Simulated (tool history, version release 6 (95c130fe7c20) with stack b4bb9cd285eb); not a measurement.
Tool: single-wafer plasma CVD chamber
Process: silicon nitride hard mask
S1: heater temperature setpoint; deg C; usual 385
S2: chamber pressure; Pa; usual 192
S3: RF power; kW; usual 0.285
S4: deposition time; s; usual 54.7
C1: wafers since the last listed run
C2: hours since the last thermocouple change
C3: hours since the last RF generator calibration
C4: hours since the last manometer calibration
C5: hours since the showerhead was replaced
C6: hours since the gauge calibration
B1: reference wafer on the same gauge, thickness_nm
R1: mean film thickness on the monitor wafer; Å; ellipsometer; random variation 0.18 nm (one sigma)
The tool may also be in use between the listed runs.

run 1 hour=0 | S1=385 S2=192 S3=0.26 S4=54.7 | C1=0 C2=1415.3 C3=1214.7 C4=152.4 C5=4933.7 C6=790.6 | B1=50.7 | R1=515.02
run 2 hour=73.9 | S1=385 S2=192 S3=0.26 S4=54.7 | C1=1320 C2=1489.2 C3=1288.6 C4=226.3 C5=5007.6 C6=864.5 | B1=50.669 | R1=514.8
run 3 hour=144.4 | S1=385 S2=192 S3=0.285 S4=54.7 | C1=1259 C2=1559.7 C3=1359.1 C4=296.8 C5=5078.1 C6=935 | B1=50.651 | R1=559.52
run 4 hour=194.6 | S1=385 S2=192 S3=0.285 S4=54.7 | C1=896 C2=1609.9 C3=1409.3 C4=347 C5=5128.3 C6=985.2 | B1=50.711 | R1=557.98
run 5 hour=271.2 | S1=385 S2=192 S3=0.285 S4=54.7 | C1=1368 C2=1686.5 C3=1485.9 C4=423.6 C5=5204.9 C6=1061.8 | B1=50.75 | R1=558.54
run 6 hour=351.6 | S1=385 S2=192 S3=0.285 S4=54.7 | C1=1436 C2=1766.9 C3=1566.3 C4=504 C5=5285.3 C6=1142.2 | B1=50.667 | R1=557.99
run 7 hour=414 | S1=385 S2=192 S3=0.285 S4=54.7 | C1=1114 C2=1829.3 C3=1628.7 C4=566.4 C5=5347.7 C6=1204.6 | B1=50.689 | R1=564.11
run 8 hour=515.2 | S1=385 S2=192 S3=0.285 S4=54.7 | C1=1807 C2=1930.5 C3=1729.9 C4=667.6 C5=5448.9 C6=1305.8 | B1=50.659 | R1=561.56
run 9 hour=618.2 | S1=381 S2=192 S3=0.285 S4=54.7 | C1=1839 C2=2033.5 C3=1832.9 C4=770.6 C5=5551.9 C6=1408.8 | B1=50.732 | R1=558.74
run 10 hour=670 | S1=385 S2=192 S3=0.285 S4=54.7 | C1=925 C2=2085.3 C3=1884.7 C4=822.4 C5=5603.7 C6=1460.6 | B1=50.723 | R1=559.64
-- hour=683.7 thermocouple changed; heater temperature recalibrated
run 11 hour=738 | S1=385 S2=192 S3=0.285 S4=54.7 | C1=1071 C2=54.3 C3=1952.7 C4=890.4 C5=5671.7 C6=1528.6 | B1=50.637 | R1=559.94
run 12 hour=819.8 | S1=385 S2=192 S3=0.285 S4=54.7 | C1=1461 C2=136.1 C3=2034.5 C4=972.2 C5=5753.5 C6=1610.4 | B1=50.694 | R1=560.5
run 13 hour=857 | S1=385 S2=192 S3=0.285 S4=54.7 | C1=664 C2=173.3 C3=2071.7 C4=1009.4 C5=5790.7 C6=1647.6 | B1=50.727 | R1=558.69
-- hour=880.9 RF generator calibrated
-- hour=890.2 showerhead replaced
run 14 hour=934.3 | S1=385 S2=192 S3=0.24 S4=54.7 | C1=1094 C2=250.6 C3=53.4 C4=1086.7 C5=44.1 C6=1724.9 | B1=50.689 | R1=474.64
run 15 hour=973.3 | S1=385 S2=192 S3=0.285 S4=54.7 | C1=696 C2=289.6 C3=92.4 C4=1125.7 C5=83.1 C6=1763.9 | B1=50.665 | R1=562.29
run 16 hour=1050.7 | S1=380 S2=219 S3=0.24 S4=50.6 | C1=1382 C2=367 C3=169.8 C4=1203.1 C5=160.5 C6=1841.3 | B1=50.684 | R1=463.39
run 17 hour=1128.8 | S1=385 S2=192 S3=0.31 S4=54.7 | C1=1395 C2=445.1 C3=247.9 C4=1281.2 C5=238.6 C6=1919.4 | B1=50.677 | R1=599.71
-- hour=1189.4 gauge calibrated
run 18 hour=1233.1 | S1=385 S2=192 S3=0.285 S4=54.7 | C1=1863 C2=549.4 C3=352.2 C4=1385.5 C5=342.9 C6=43.7 | B1=50.713 | R1=558.06
run 19 hour=1336.5 | S1=385 S2=192 S3=0.32 S4=47.1 | C1=1847 C2=652.8 C3=455.6 C4=1488.9 C5=446.3 C6=147.1 | B1=50.741 | R1=530.38
-- hour=1372 capacitance manometer re-zeroed and calibrated
run 20 hour=1381.7 | S1=389 S2=208 S3=0.24 S4=54.7 | C1=664 C2=698 C3=500.8 C4=9.7 C5=491.5 C6=192.3 | B1=50.614 | R1=490.46
run 21 hour=1489.3 | S1=385 S2=192 S3=0.25 S4=54.7 | C1=1922 C2=805.6 C3=608.4 C4=117.3 C5=599.1 C6=299.9 | B1=50.711 | R1=494.37
run 22 hour=1557.7 | S1=385 S2=192 S3=0.335 S4=54.7 | C1=1221 C2=874 C3=676.8 C4=185.7 C5=667.5 C6=368.3 | B1=50.717 | R1=643.41
run 23 hour=1655.5 | S1=385 S2=192 S3=0.285 S4=54.7 | C1=1746 C2=971.8 C3=774.6 C4=283.5 C5=765.3 C6=466.1 | B1=50.691 | R1=559.15
run 24 hour=1698.9 | S1=397 S2=153 S3=0.335 S4=62.2 | C1=775 C2=1015.2 C3=818 C4=326.9 C5=808.7 C6=509.5 | B1=50.683 | R1=662.31
run 25 hour=1800.7 | S1=385 S2=216 S3=0.285 S4=50.9 | C1=1818 C2=1117 C3=919.8 C4=428.7 C5=910.5 C6=611.3 | B1=50.669 | R1=543.32

Forecast each of these 4 alternatives for the next run:
run A hour=1801.1 | S1=385 S2=192 S3=0.285 S4=54.7 | C1=7 C2=1117.4 C3=920.2 C4=429.1 C5=910.9 C6=611.7 | B1=? | R1=?
run B hour=1801.1 | S1=385 S2=192 S3=0.235 S4=54.7 | C1=7 C2=1117.4 C3=920.2 C4=429.1 C5=910.9 C6=611.7 | B1=? | R1=?
run C hour=1801.1 | S1=385 S2=167 S3=0.285 S4=57.8 | C1=7 C2=1117.4 C3=920.2 C4=429.1 C5=910.9 C6=611.7 | B1=? | R1=?
run D hour=1801.1 | S1=385 S2=192 S3=0.285 S4=44.4 | C1=7 C2=1117.4 C3=920.2 C4=429.1 C5=910.9 C6=611.7 | B1=? | R1=?

run=A B1=50.655 R1=559.95
run=B B1=50.655 R1=465.89
run=C B1=50.655 R1=560.32
run=D B1=50.655 R1=454.7
Without the tool's hidden state the same runs would have given:
run=A R1=559.95
run=B R1=465.89
run=C R1=560.32
run=D R1=454.7
